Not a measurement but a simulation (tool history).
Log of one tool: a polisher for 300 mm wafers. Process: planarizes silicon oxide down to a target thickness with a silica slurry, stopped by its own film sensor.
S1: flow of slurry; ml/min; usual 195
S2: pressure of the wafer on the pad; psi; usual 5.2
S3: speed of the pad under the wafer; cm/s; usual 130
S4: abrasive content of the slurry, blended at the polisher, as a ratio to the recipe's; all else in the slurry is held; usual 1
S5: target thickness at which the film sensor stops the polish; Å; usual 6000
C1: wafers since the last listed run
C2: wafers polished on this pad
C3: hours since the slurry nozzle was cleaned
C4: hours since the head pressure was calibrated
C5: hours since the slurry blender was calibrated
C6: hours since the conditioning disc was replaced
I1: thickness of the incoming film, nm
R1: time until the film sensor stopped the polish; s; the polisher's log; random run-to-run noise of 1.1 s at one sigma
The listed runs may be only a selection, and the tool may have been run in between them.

run	day	S1	S2	S3	S4	S5	C1	C2	C3	C4	C5	C6	I1	R1
1	0	195	5.2	130	1	6000	0	3837	319.4	479.3	167.6	224.8	955.5	75.8
# day 2.817: worn pad replaced by a new one
2	2.838	195	5.2	130	1	6000	595	4	387.5	547.4	235.7	292.9	949.4	76.8
# day 3.154: head pressure recalibrated
# day 9.504: slurry nozzle cleaned
# day 10.446: conditioning disc replaced and pad reconditioned
3	12.542	195	6.5	130	1	6000	2116	2121	72.9	225.3	468.6	50.3	953.3	67.6
# day 13.971: slurry blender recalibrated
4	15.958	195	5.2	130	0.8	6000	743	2864	154.9	307.3	47.7	132.3	961.9	106.6
5	19.558	195	5.2	130	1	6410	802	3666	241.3	393.7	134.1	218.7	953.2	85.9
# day 21.308: head pressure recalibrated
6	23.779	195	5.2	130	1	6410	922	4589	342.6	59.3	235.4	320	959.9	92.4
# day 24.354: worn pad replaced by a new one
7	27.85	195	5.2	130	1	6000	870	779	440.3	157	333.1	417.7	961.8	102.9
# day 31.025: conditioning disc replaced and pad reconditioned
8	32.229	195	5.2	130	1	6000	957	1736	545.4	262.1	438.2	28.9	961.8	108.6
# day 35.4: slurry nozzle cleaned
9	36.171	195	5.2	130	1	6000	869	2606	18.5	356.7	532.8	123.5	955	107.3
# day 37.7: slurry blender recalibrated, repeated, since the last time left the tool worse
10	38.512	195	5.2	130	1	6000	503	3109	74.7	412.9	19.5	179.7	949	73.4
# day 39.025: head pressure recalibrated
11	40.8	195	5.2	130	1	6000	491	3600	129.6	42.6	74.4	234.6	971.2	77.7
12	44.817	245	5.2	156	1	7130	895	4496	226	139	170.8	331	932.5	39.5
# day 46.308: worn pad replaced by a new one
13	47.042	195	6.2	118	1	6000	458	163	279.4	192.4	224.2	384.4	951.5	72.5
14	49.917	195	5.2	84	1	4870	640	804	348.4	261.4	293.2	453.4	960.6	146.8
# day 52.6: conditioning disc replaced and pad reconditioned
15	53.658	195	5.2	130	1	6000	815	1619	438.2	351.2	383	25.4	949.4	77.8
# day 55.621: slurry nozzle cleaned
# day 56.217: slurry blender recalibrated
16	56.238	195	5.2	154	1	6990	547	2166	14.8	413.1	0.5	87.3	950.2	44.2
17	58.629	250	5.2	130	1.25	4930	533	2699	72.2	470.5	57.9	144.7	943.3	83.2
# day 59.912: head pressure recalibrated
18	60.962	195	5.2	130	1	6000	501	3201	128.2	25.2	113.9	200.7	936.5	70.8
19	65.429	195	6.7	160	1	6000	995	4197	235.4	132.4	221.1	307.9	964.8	55.9
# day 66.204: worn pad replaced by a new one
20	67.267	195	3.4	174	1	6780	372	236	279.5	176.5	265.2	352	950.6	66.2
21	68.896	195	6.5	130	1	6000	363	599	318.6	215.6	304.3	391.1	939.6	62.1
# day 73.321: slurry blender recalibrated
22	73.342	170	5.2	130	1.25	6550	972	1572	425.3	322.3	0.5	497.8	939.3	52.7
# day 73.479: conditioning disc replaced and pad reconditioned
# day 76.325: slurry nozzle cleaned
23	76.504	195	4.6	130	1	6000	677	2249	4.3	398.2	76.4	72.6	956.5	82.1
# day 79.821: head pressure recalibrated
24	80.933	195	5.2	130	1	6000	968	3218	110.6	26.7	182.7	178.9	944.1	75.9
# day 85.608: worn pad replaced by a new one
25	87.704	195	4.6	130	1	6000	1472	467	273.1	189.2	345.2	341.4	952.9	88.5

Take each entry between the runs: how does the hidden state at the last listed run before it differ from the hidden state at the first listed run after it?
From run 1 to run 2: worn pad replaced by a new one (day 2.817)
  abrasive missing from the slurry, %: 13.4 -> 15.6
  the result without the hidden state subtracted from the measured one, R1: +5.8 -> +6.9 s
From run 2 to run 3: head pressure recalibrated (day 3.154); slurry nozzle cleaned (day 9.504); conditioning disc replaced and pad reconditioned (day 10.446)
  abrasive missing from the slurry, %: 15.6 -> 18.7
  the result without the hidden state subtracted from the measured one, R1: +6.9 -> +7.5 s
From run 3 to run 4: slurry blender recalibrated (day 13.971)
  abrasive missing from the slurry, %: 18.7 -> 32.7
  the result without the hidden state subtracted from the measured one, R1: +7.5 -> +25.7 s
From run 5 to run 6: head pressure recalibrated (day 21.308)
  abrasive missing from the slurry, %: 38.4 -> 42
  the result without the hidden state subtracted from the measured one, R1: +22.9 -> +27.8 s
From run 6 to run 7: worn pad replaced by a new one (day 24.354)
  abrasive missing from the slurry, %: 42 -> 43.8
  the result without the hidden state subtracted from the measured one, R1: +27.8 -> +32.8 s
From run 7 to run 8: conditioning disc replaced and pad reconditioned (day 31.025)
  abrasive missing from the slurry, %: 43.8 -> 44.9
  the result without the hidden state subtracted from the measured one, R1: +32.8 -> +35.8 s
From run 8 to run 9: slurry nozzle cleaned (day 35.4)
  abrasive missing from the slurry, %: 44.9 -> 45.4
  the result without the hidden state subtracted from the measured one, R1: +35.8 -> +35.9 s
From run 9 to run 10: slurry blender recalibrated, repeated, since the last time left the tool worse (day 37.7)
  abrasive missing from the slurry, %: 45.4 -> 2.73
  the result without the hidden state subtracted from the measured one, R1: +35.9 -> +1.1 s
From run 10 to run 11: head pressure recalibrated (day 39.025)
  abrasive missing from the slurry, %: 2.73 -> 7.43
  the result without the hidden state subtracted from the measured one, R1: +1.1 -> +3.2 s
From run 12 to run 13: worn pad replaced by a new one (day 46.308)
  abrasive missing from the slurry, %: 12.6 -> 14.3
  the result without the hidden state subtracted from the measured one, R1: +2.8 -> +6 s
From run 14 to run 15: conditioning disc replaced and pad reconditioned (day 52.6)
  abrasive missing from the slurry, %: 15.8 -> 17
  the result without the hidden state subtracted from the measured one, R1: +13.6 -> +7.8 s
From run 15 to run 16: slurry nozzle cleaned (day 55.621); slurry blender recalibrated (day 56.217)
  abrasive missing from the slurry, %: 17 -> 0.455
  the result without the hidden state subtracted from the measured one, R1: +7.8 -> +0.1 s
From run 17 to run 18: head pressure recalibrated (day 59.912)
  abrasive missing from the slurry, %: 5.96 -> 9.7
  the result without the hidden state subtracted from the measured one, R1: +2.3 -> +3.9 s
From run 19 to run 20: worn pad replaced by a new one (day 66.204)
  abrasive missing from the slurry, %: 14 -> 15.1
  the result without the hidden state subtracted from the measured one, R1: +4.5 -> +5.8 s
From run 21 to run 22: slurry blender recalibrated (day 73.321)
  abrasive missing from the slurry, %: 15.8 -> 2.46
  the result without the hidden state subtracted from the measured one, R1: +5.7 -> +0.6 s
From run 22 to run 23: conditioning disc replaced and pad reconditioned (day 73.479); slurry nozzle cleaned (day 76.325)
  abrasive missing from the slurry, %: 2.46 -> 9.35
  the result without the hidden state subtracted from the measured one, R1: +0.6 -> +4.3 s
From run 23 to run 24: head pressure recalibrated (day 79.821)
  abrasive missing from the slurry, %: 9.35 -> 14.8
  the result without the hidden state subtracted from the measured one, R1: +4.3 -> +6.5 s
From run 24 to run 25: worn pad replaced by a new one (day 85.608)
  abrasive missing from the slurry, %: 14.8 -> 18.4
  the result without the hidden state subtracted from the measured one, R1: +6.5 -> +9.7 s
